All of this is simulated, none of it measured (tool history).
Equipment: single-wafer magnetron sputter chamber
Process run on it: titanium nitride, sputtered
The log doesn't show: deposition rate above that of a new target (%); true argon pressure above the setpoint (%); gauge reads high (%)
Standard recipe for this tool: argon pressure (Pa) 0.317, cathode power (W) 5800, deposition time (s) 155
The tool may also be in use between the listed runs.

run,hour,argon pressure (Pa),cathode power (W),deposition time (s),wafers since the last listed run,wafers on the sputter target,hours since the last manometer calibration,hours since the magnet pack was replaced,hours since the gauge calibration,"read-back reference wafer on the same gauge, thickness_nm",mean film thickness on the monitor wafer (angstrom)
1,0,0.317,5800,155,0,848,1117.2,3556.3,1202.1,142.995,1668.92
# hour 33: gauge calibrated
2,98.2,0.343,5400,155,1132,1981,1215.4,3654.5,65.2,143.064,1521.46
# hour 334.1: sputter target and shields replaced
3,360.7,0.317,5800,146,2934,307,1477.9,3917,327.7,143.082,1586.92
4,466.8,0.317,5800,146,1223,1530,1584,4023.1,433.8,142.929,1555.66
5,567.4,0.317,5800,177,1159,2690,1684.6,4123.7,534.4,143.09,1875.41
6,625.2,0.317,5800,177,666,3356,1742.4,4181.5,592.2,142.769,1874.91
7,683.2,0.317,5800,155,668,4025,1800.4,4239.5,650.2,143.013,1640.39
# hour 766.5: sputter target and shields replaced
8,774,0.317,5800,155,954,86,1891.2,4330.3,741,143.107,1592.09
9,848.3,0.252,5800,155,856,943,1965.5,4404.6,815.3,143.282,1628.73
10,930.1,0.317,5800,155,943,1886,2047.3,4486.4,897.1,143.14,1572.19
# hour 967.5: capacitance manometer re-zeroed and calibrated
11,977.7,0.317,5800,155,456,2343,10.2,4534,944.7,142.981,1570.41
12,1058.2,0.411,5800,155,928,3271,90.7,4614.5,1025.2,143.145,1512.38
13,1113,0.317,5800,155,631,3903,145.5,4669.3,1080,142.967,1560.65
# hour 1201.2: sputter target and shields replaced, repeated, since the last time left the tool worse
14,1201.7,0.317,4700,155,930,6,234.2,4758,1168.7,142.836,1370.65
15,1271.7,0.317,5800,155,807,813,304.2,4828,1238.7,142.848,1674
# hour 1411.1: gauge calibrated
16,1537.5,0.206,6250,155,3064,3877,570,5093.8,126.4,142.955,1826.4
17,1619.9,0.317,4450,155,950,4827,652.4,5176.2,208.8,142.872,1266.17
# hour 1659.3: sputter target and shields replaced
# hour 1704.7: magnet pack replaced
18,1705.5,0.317,5800,155,802,440,738,0.8,294.4,143.129,1663.28
19,1807.1,0.317,5800,146,1171,1612,839.6,102.4,396,142.918,1567.53
20,1843.7,0.317,6250,171,422,2034,876.2,139,432.6,143.117,1944.84
21,1882.6,0.408,5350,163,448,2482,915.1,177.9,471.5,142.869,1558.04
22,1985.7,0.429,5800,155,1188,3671,1018.2,281,574.6,142.859,1568.19
23,2023.8,0.317,5800,155,439,4110,1056.3,319.1,612.7,142.957,1638.75
24,2098,0.317,5800,128,855,4966,1130.5,393.3,686.9,142.845,1337.03
# hour 2141.2: sputter target and shields replaced
25,2171.8,0.317,5350,165,758,352,1204.3,467.1,760.7,143.036,1649.57
26,2270.7,0.201,5800,129,1140,1493,1303.2,566,859.6,143.125,1438.37

Alternative continuations, all from the tool just after run 26; predict every row:
A,2271.1,0.317,5800,166,4,1497,1303.6,566.4,860,?,?
B,2271.1,0.407,5200,155,4,1497,1303.6,566.4,860,?,?
C,2271.1,0.385,6250,125,4,1497,1303.6,566.4,860,?,?
D,2271.1,0.403,5800,139,4,1497,1303.6,566.4,860,?,?

run,"read-back reference wafer on the same gauge, thickness_nm",mean film thickness on the monitor wafer (angstrom)
A,142.878,1776.38
B,142.878,1448.72
C,142.878,1401.13
D,142.878,1442.19
Take away the tool's hidden state, keep each run's random variation, and the runs would have read:
run,mean film thickness on the monitor wafer (angstrom)
A,1796.42
B,1465.06
C,1416.94
D,1458.46

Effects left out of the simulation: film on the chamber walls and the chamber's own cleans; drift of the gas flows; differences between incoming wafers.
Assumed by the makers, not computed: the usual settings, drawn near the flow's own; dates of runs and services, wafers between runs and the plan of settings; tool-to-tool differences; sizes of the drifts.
